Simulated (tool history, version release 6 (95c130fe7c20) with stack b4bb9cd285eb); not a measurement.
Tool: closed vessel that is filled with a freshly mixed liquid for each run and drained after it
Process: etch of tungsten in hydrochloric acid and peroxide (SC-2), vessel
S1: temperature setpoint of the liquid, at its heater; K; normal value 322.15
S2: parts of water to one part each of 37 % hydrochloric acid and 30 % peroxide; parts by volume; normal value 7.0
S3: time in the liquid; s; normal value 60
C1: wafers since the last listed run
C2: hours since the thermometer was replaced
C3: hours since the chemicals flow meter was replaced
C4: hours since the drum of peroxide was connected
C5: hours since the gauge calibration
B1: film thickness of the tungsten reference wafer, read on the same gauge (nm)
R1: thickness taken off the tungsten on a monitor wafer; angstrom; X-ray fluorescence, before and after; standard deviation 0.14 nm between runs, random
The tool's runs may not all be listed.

Run 1, day 0.000: usual settings; C1 0; C2 1574.9; C3 182.3; C4 144.9; C5 493.2; B1 129.98. Result: R1 204.0 angstrom.
At day 0.525: thermometer replaced.
Run 2, day 3.754: usual settings; C1 10379; C2 77.5; C3 272.4; C4 235.0; C5 583.3; B1 130.00. Result: R1 199.7 angstrom.
Run 3, day 6.125: usual settings; C1 6628; C2 134.4; C3 329.3; C4 291.9; C5 640.2; B1 130.00. Result: R1 202.2 angstrom.
Run 4, day 8.071: usual settings; C1 5440; C2 181.1; C3 376.0; C4 338.6; C5 686.9; B1 129.96. Result: R1 199.9 angstrom.
Run 5, day 12.121: usual settings; C1 11323; C2 278.3; C3 473.2; C4 435.8; C5 784.1; B1 130.02. Result: R1 200.2 angstrom.
Run 6, day 15.538: usual settings but S3 70 s; C1 9552; C2 360.3; C3 555.2; C4 517.8; C5 866.1; B1 130.01. Result: R1 234.4 angstrom.
Run 7, day 19.842: usual settings but S3 70 s; C1 12034; C2 463.6; C3 658.5; C4 621.1; C5 969.4; B1 129.98. Result: R1 232.4 angstrom.
Run 8, day 22.879: usual settings but S3 70 s; C1 8492; C2 536.5; C3 731.4; C4 694.0; C5 1042.3; B1 129.96. Result: R1 229.6 angstrom.
Run 9, day 26.633: usual settings; C1 10496; C2 626.6; C3 821.5; C4 784.1; C5 1132.4; B1 129.99. Result: R1 198.3 angstrom.
Run 10, day 29.754: usual settings; C1 8725; C2 701.5; C3 896.4; C4 859.0; C5 1207.3; B1 129.96. Result: R1 198.0 angstrom.
Run 11, day 32.075: usual settings; C1 6488; C2 757.2; C3 952.1; C4 914.7; C5 1263.0; B1 130.02. Result: R1 195.6 angstrom.
Run 12, day 35.117: usual settings; C1 8504; C2 830.2; C3 1025.1; C4 987.7; C5 1336.0; B1 129.98. Result: R1 196.7 angstrom.
Run 13, day 38.450: usual settings; C1 9319; C2 910.2; C3 1105.1; C4 1067.7; C5 1416.0; B1 129.99. Result: R1 193.4 angstrom.
Run 14, day 42.433: usual settings; C1 11137; C2 1005.8; C3 1200.7; C4 1163.3; C5 1511.6; B1 130.05. Result: R1 193.3 angstrom.
Run 15, day 46.296: usual settings but S1 319.15 K, S2 10.5 parts by volume, S3 90 s; C1 10799; C2 1098.5; C3 1293.4; C4 1256.0; C5 1604.3; B1 130.00. Result: R1 170.9 angstrom.
Run 16, day 49.633: usual settings but S1 328.15 K, S2 8.0 parts by volume, S3 50 s; C1 9331; C2 1178.6; C3 1373.5; C4 1336.1; C5 1684.4; B1 129.98. Result: R1 214.0 angstrom.
At day 50.808: new drum of peroxide connected.
At day 54.000: chemicals flow meter replaced.
Run 17, day 54.117: usual settings but S2 8.5 parts by volume; C1 12302; C2 1286.2; C3 2.8; C4 79.4; C5 1792.0; B1 129.98. Result: R1 175.5 angstrom.
Run 18, day 57.221: usual settings but S3 40 s; C1 8679; C2 1360.7; C3 77.3; C4 153.9; C5 1866.5; B1 130.03. Result: R1 133.5 angstrom.
Run 19, day 61.162: usual settings; C1 11020; C2 1455.3; C3 171.9; C4 248.5; C5 1961.1; B1 129.99. Result: R1 202.6 angstrom.
Run 20, day 65.162: usual settings but S1 326.15 K, S2 9.0 parts by volume, S3 40 s; C1 11183; C2 1551.3; C3 267.9; C4 344.5; C5 2057.1; B1 130.03. Result: R1 142.2 angstrom.
At day 66.629: thermometer replaced.
Run 21, day 69.212: usual settings but S1 329.65 K, S2 4.5 parts by volume, S3 70 s; C1 11207; C2 62.0; C3 365.1; C4 441.7; C5 2154.3; B1 129.97. Result: R1 529.8 angstrom.
Run 22, day 70.854: usual settings; C1 4590; C2 101.4; C3 404.5; C4 481.1; C5 2193.7; B1 130.00. Result: R1 200.3 angstrom.
At day 71.146: gauge calibrated.
Run 23, day 72.408: usual settings but S1 313.15 K; C1 4345; C2 138.7; C3 441.8; C4 518.4; C5 30.3; B1 130.02. Result: R1 108.2 angstrom.
Run 24, day 74.458: usual settings but S1 319.15 K, S2 10.5 parts by volume, S3 90 s; C1 5731; C2 187.9; C3 491.0; C4 567.6; C5 79.5; B1 130.02. Result: R1 174.8 angstrom.
Run 25, day 76.821: usual settings; C1 6605; C2 244.6; C3 547.7; C4 624.3; C5 136.2; B1 129.98. Result: R1 198.4 angstrom.
Run 26, day 79.929: usual settings but S1 331.65 K; C1 8690; C2 319.2; C3 622.3; C4 698.9; C5 210.8; B1 130.01. Result: R1 374.6 angstrom.
Run 27, day 82.129: usual settings but S1 328.65 K, S2 6.0 parts by volume, S3 30 s; C1 6151; C2 372.0; C3 675.1; C4 751.7; C5 263.6; B1 130.02. Result: R1 169.1 angstrom.
Run 28, day 84.092: usual settings but S2 8.0 parts by volume, S3 75 s; C1 5487; C2 419.1; C3 722.2; C4 798.8; C5 310.7; B1 129.99. Result: R1 221.9 angstrom.
Run 29, day 88.029: usual settings; C1 11009; C2 513.6; C3 816.7; C4 893.3; C5 405.2; B1 130.01. Result: R1 197.2 angstrom.
Run 30, day 90.492: usual settings; C1 6885; C2 572.7; C3 875.8; C4 952.4; C5 464.3; B1 130.01. Result: R1 196.8 angstrom.
Run 31, day 92.829: usual settings; C1 6535; C2 628.8; C3 931.9; C4 1008.5; C5 520.4; B1 130.00. Result: R1 192.8 angstrom.

Across each entry between runs, compare the hidden state at the last listed run before it with the hidden state at the first listed run after it:
In the gap between runs 1 and 2: thermometer replaced (day 0.525)
  peroxide weaker than its label (%): 1 -> 1.42
  measured result minus the result with no hidden state, R1: -1.8 -> -2.6 angstrom
In the gap between runs 16 and 17: new drum of peroxide connected (day 50.808); chemicals flow meter replaced (day 54.000)
  peroxide weaker than its label (%): 6.58 -> 0.419
  measured result minus the result with no hidden state, R1: -13.5 -> -0.7 angstrom
In the gap between runs 20 and 21: thermometer replaced (day 66.629)
  peroxide weaker than its label (%): 1.66 -> 2.12
  measured result minus the result with no hidden state, R1: -2.2 -> -9.8 angstrom
In the gap between runs 22 and 23: gauge calibrated (day 71.146)
  peroxide weaker than its label (%): 2.3 -> 2.48
  measured result minus the result with no hidden state, R1: -4.1 -> -2.4 angstrom
